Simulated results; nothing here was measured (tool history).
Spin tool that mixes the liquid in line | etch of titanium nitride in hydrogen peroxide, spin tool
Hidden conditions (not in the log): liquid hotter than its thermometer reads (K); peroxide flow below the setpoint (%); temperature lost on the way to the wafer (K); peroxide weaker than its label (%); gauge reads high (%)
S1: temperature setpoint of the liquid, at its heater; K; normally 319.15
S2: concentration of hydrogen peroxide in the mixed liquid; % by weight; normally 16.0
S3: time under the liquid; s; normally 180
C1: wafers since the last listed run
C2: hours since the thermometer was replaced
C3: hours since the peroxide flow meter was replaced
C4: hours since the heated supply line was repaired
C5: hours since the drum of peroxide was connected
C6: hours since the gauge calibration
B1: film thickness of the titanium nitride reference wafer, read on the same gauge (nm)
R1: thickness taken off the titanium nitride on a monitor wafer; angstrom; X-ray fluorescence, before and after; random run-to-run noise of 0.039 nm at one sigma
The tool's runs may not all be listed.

run,hour,S1,S2,S3,C1,C2,C3,C4,C5,C6,B1,R1
1,0.0,319.15,16.0,180,0,210.9,282.6,2668.7,412.2,122.7,48.808,44.75
2,67.9,319.15,13.0,180,533,278.8,350.5,2736.6,480.1,190.6,48.586,42.34
3,129.4,319.15,16.0,180,483,340.3,412.0,2798.1,541.6,252.1,48.394,44.71
# hour 152.1: new drum of peroxide connected
4,189.0,319.15,16.0,180,460,399.9,471.6,2857.7,36.9,311.7,48.191,44.74
5,230.0,315.15,12.0,90,322,440.9,512.6,2898.7,77.9,352.7,48.122,15.48
6,281.4,313.15,16.0,180,403,492.3,564.0,2950.1,129.3,404.1,47.997,28.06
7,322.2,319.15,16.0,250,320,533.1,604.8,2990.9,170.1,444.9,47.873,62.50
# hour 324.7: heated supply line repaired
8,347.9,323.15,13.5,140,194,558.8,630.5,23.2,195.8,470.6,47.795,44.27
9,400.8,326.15,12.0,180,415,611.7,683.4,76.1,248.7,523.5,47.709,68.61
10,459.1,309.65,13.0,290,457,670.0,741.7,134.4,307.0,581.8,47.585,32.53
11,491.2,326.65,18.5,110,252,702.1,773.8,166.5,339.1,613.9,47.501,46.73
12,547.3,319.15,16.0,180,440,758.2,829.9,222.6,395.2,670.0,47.416,44.43
13,578.4,319.15,16.0,280,244,789.3,861.0,253.7,426.3,701.1,47.343,68.04
14,642.2,322.65,20.5,95,501,853.1,924.8,317.5,490.1,764.9,47.250,30.87
# hour 653.3: new drum of peroxide connected
15,684.9,327.15,20.0,180,327,895.8,967.5,360.2,31.6,807.6,47.178,80.20
16,748.0,315.65,16.0,180,495,958.9,1030.6,423.3,94.7,870.7,47.077,33.75
17,783.6,323.15,14.0,80,279,994.5,1066.2,458.9,130.3,906.3,47.028,25.15
# hour 824.3: peroxide flow meter replaced
18,835.5,319.15,16.0,180,399,1046.4,11.2,510.8,182.2,958.2,46.974,43.55
19,900.5,319.15,20.5,270,510,1111.4,76.2,575.8,247.2,1023.2,46.891,67.99
20,952.5,319.15,16.0,180,408,1163.4,128.2,627.8,299.2,1075.2,46.848,42.71
21,996.1,319.15,16.0,120,342,1207.0,171.8,671.4,342.8,1118.8,46.808,28.90
22,1026.0,323.65,16.0,95,234,1236.9,201.7,701.3,372.7,1148.7,46.754,31.44
23,1074.5,327.65,18.0,180,380,1285.4,250.2,749.8,421.2,1197.2,46.699,80.88
24,1127.4,311.15,16.0,265,415,1338.3,303.1,802.7,474.1,1250.1,46.660,34.86

How the hidden state differs across the entries between the runs, from the last listed run before each to the first after it:
From run 3 to run 4: new drum of peroxide connected (hour 152.1)
  gauge reads high (%): -3.22 -> -3.57
  the result without the hidden state subtracted from the measured one, R1: -1.48 -> -1.66 angstrom
From run 7 to run 8: heated supply line repaired (hour 324.7)
  gauge reads high (%): -4.26 -> -4.38
  the result without the hidden state subtracted from the measured one, R1: -2.78 -> -2.03 angstrom
From run 14 to run 15: new drum of peroxide connected (hour 653.3)
  gauge reads high (%): -5.52 -> -5.65
  the result without the hidden state subtracted from the measured one, R1: -1.81 -> -4.81 angstrom
From run 17 to run 18: peroxide flow meter replaced (hour 824.3)
  gauge reads high (%): -5.93 -> -6.06
  the result without the hidden state subtracted from the measured one, R1: -1.58 -> -2.81 angstrom

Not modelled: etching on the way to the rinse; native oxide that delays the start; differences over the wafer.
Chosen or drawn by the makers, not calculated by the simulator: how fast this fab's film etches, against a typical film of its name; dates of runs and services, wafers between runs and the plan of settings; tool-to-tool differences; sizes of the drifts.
